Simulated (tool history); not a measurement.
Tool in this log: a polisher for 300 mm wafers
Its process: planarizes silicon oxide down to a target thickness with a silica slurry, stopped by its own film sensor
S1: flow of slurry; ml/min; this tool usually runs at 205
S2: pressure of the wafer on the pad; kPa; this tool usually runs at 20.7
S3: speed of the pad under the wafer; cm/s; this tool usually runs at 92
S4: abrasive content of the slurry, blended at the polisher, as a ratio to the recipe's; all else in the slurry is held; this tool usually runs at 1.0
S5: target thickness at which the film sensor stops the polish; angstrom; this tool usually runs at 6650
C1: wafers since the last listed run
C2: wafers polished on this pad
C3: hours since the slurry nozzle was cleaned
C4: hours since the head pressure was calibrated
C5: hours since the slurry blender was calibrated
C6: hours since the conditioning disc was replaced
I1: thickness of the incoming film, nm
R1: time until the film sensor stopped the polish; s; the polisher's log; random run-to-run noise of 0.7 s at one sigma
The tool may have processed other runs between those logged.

{"run": 1, "hour": 0.0, "S1": 205, "S2": 20.7, "S3": 92, "S4": 1.0, "S5": 6310, "C1": 0, "C2": 768, "C3": 549.9, "C4": 404.2, "C5": 69.2, "C6": 132.9, "I1": 790.0, "R1": 94.7}
{"run": 2, "hour": 52.3, "S1": 205, "S2": 22.8, "S3": 92, "S4": 1.0, "S5": 6650, "C1": 618, "C2": 1386, "C3": 602.2, "C4": 456.5, "C5": 121.5, "C6": 185.2, "I1": 800.9, "R1": 77.5}
{"run": 3, "hour": 104.4, "S1": 205, "S2": 22.8, "S3": 92, "S4": 1.0, "S5": 6650, "C1": 616, "C2": 2003, "C3": 654.3, "C4": 508.6, "C5": 173.6, "C6": 237.3, "I1": 801.9, "R1": 82.2}
{"hour": 158.5, "done": "head pressure recalibrated"}
{"run": 4, "hour": 163.6, "S1": 205, "S2": 22.8, "S3": 92, "S4": 1.0, "S5": 6650, "C1": 676, "C2": 2679, "C3": 713.5, "C4": 5.1, "C5": 232.8, "C6": 296.5, "I1": 783.4, "R1": 64.1}
{"hour": 182.1, "done": "conditioning disc replaced and pad reconditioned"}
{"hour": 192.9, "done": "slurry nozzle cleaned"}
{"run": 5, "hour": 215.1, "S1": 205, "S2": 20.7, "S3": 92, "S4": 0.8, "S5": 6740, "C1": 573, "C2": 3253, "C3": 22.2, "C4": 56.6, "C5": 284.3, "C6": 33.0, "I1": 778.0, "R1": 68.9}
{"hour": 251.6, "done": "slurry blender recalibrated"}
{"hour": 261.1, "done": "worn pad replaced by a new one"}
{"run": 6, "hour": 261.6, "S1": 205, "S2": 20.7, "S3": 92, "S4": 0.8, "S5": 6740, "C1": 479, "C2": 5, "C3": 68.7, "C4": 103.1, "C5": 10.0, "C6": 79.5, "I1": 807.6, "R1": 78.5}
{"run": 7, "hour": 314.6, "S1": 205, "S2": 20.7, "S3": 92, "S4": 1.0, "S5": 6650, "C1": 626, "C2": 632, "C3": 121.7, "C4": 156.1, "C5": 63.0, "C6": 132.5, "I1": 804.4, "R1": 79.7}
{"run": 8, "hour": 366.4, "S1": 205, "S2": 20.7, "S3": 92, "S4": 1.0, "S5": 6650, "C1": 612, "C2": 1245, "C3": 173.5, "C4": 207.9, "C5": 114.8, "C6": 184.3, "I1": 773.8, "R1": 65.8}
{"run": 9, "hour": 406.8, "S1": 205, "S2": 23.4, "S3": 92, "S4": 1.0, "S5": 6650, "C1": 477, "C2": 1723, "C3": 213.9, "C4": 248.3, "C5": 155.2, "C6": 224.7, "I1": 804.9, "R1": 77.1}
{"run": 10, "hour": 453.6, "S1": 205, "S2": 23.4, "S3": 92, "S4": 1.0, "S5": 6650, "C1": 553, "C2": 2277, "C3": 260.7, "C4": 295.1, "C5": 202.0, "C6": 271.5, "I1": 798.2, "R1": 75.3}
{"hour": 494.2, "done": "conditioning disc replaced and pad reconditioned"}
{"run": 11, "hour": 500.6, "S1": 205, "S2": 14.5, "S3": 92, "S4": 1.0, "S5": 6650, "C1": 532, "C2": 2809, "C3": 307.7, "C4": 342.1, "C5": 249.0, "C6": 6.4, "I1": 777.6, "R1": 101.0}
{"hour": 548.5, "done": "slurry blender recalibrated"}
{"run": 12, "hour": 549.0, "S1": 205, "S2": 20.7, "S3": 92, "S4": 1.0, "S5": 6650, "C1": 548, "C2": 3358, "C3": 356.1, "C4": 390.5, "C5": 0.5, "C6": 54.8, "I1": 783.2, "R1": 77.7}
{"hour": 578.0, "done": "worn pad replaced by a new one"}
{"run": 13, "hour": 616.4, "S1": 205, "S2": 20.7, "S3": 92, "S4": 1.0, "S5": 6510, "C1": 749, "C2": 454, "C3": 423.5, "C4": 457.9, "C5": 67.9, "C6": 122.2, "I1": 795.9, "R1": 87.1}
{"run": 14, "hour": 675.0, "S1": 205, "S2": 20.7, "S3": 92, "S4": 1.1, "S5": 6650, "C1": 693, "C2": 1147, "C3": 482.1, "C4": 516.5, "C5": 126.5, "C6": 180.8, "I1": 785.7, "R1": 76.4}
{"hour": 688.8, "done": "head pressure recalibrated"}
{"run": 15, "hour": 742.5, "S1": 205, "S2": 14.5, "S3": 92, "S4": 1.0, "S5": 6650, "C1": 774, "C2": 1922, "C3": 549.6, "C4": 53.7, "C5": 194.0, "C6": 248.3, "I1": 801.5, "R1": 115.5}
{"run": 16, "hour": 785.8, "S1": 255, "S2": 20.7, "S3": 112, "S4": 1.0, "S5": 6650, "C1": 512, "C2": 2434, "C3": 592.9, "C4": 97.0, "C5": 237.3, "C6": 291.6, "I1": 790.6, "R1": 64.4}
{"hour": 805.2, "done": "slurry blender recalibrated"}
{"hour": 826.0, "done": "worn pad replaced by a new one"}
{"hour": 828.6, "done": "conditioning disc replaced and pad reconditioned"}
{"run": 17, "hour": 834.4, "S1": 205, "S2": 20.7, "S3": 92, "S4": 0.8, "S5": 6740, "C1": 480, "C2": 75, "C3": 641.5, "C4": 145.6, "C5": 29.2, "C6": 5.8, "I1": 784.0, "R1": 62.6}
{"run": 18, "hour": 870.9, "S1": 205, "S2": 20.7, "S3": 92, "S4": 1.0, "S5": 6650, "C1": 431, "C2": 507, "C3": 678.0, "C4": 182.1, "C5": 65.7, "C6": 42.3, "I1": 778.9, "R1": 63.8}

Run 19 comes next. What will it give?
{"hour": 886.8, "done": "slurry nozzle cleaned"}
{"run": 19, "hour": 1003.4, "S1": 250, "S2": 17.2, "S3": 110, "S4": 1.0, "S5": 6650, "C1": 1555, "C2": 2062, "C3": 116.6, "C4": 314.6, "C5": 198.2, "C6": 174.8, "I1": 780.8, "R1": "?"}

Run 19 yielded R1 73.3 s.
Had the tool carried no hidden state, the very same run would have given R1 61.2 s.
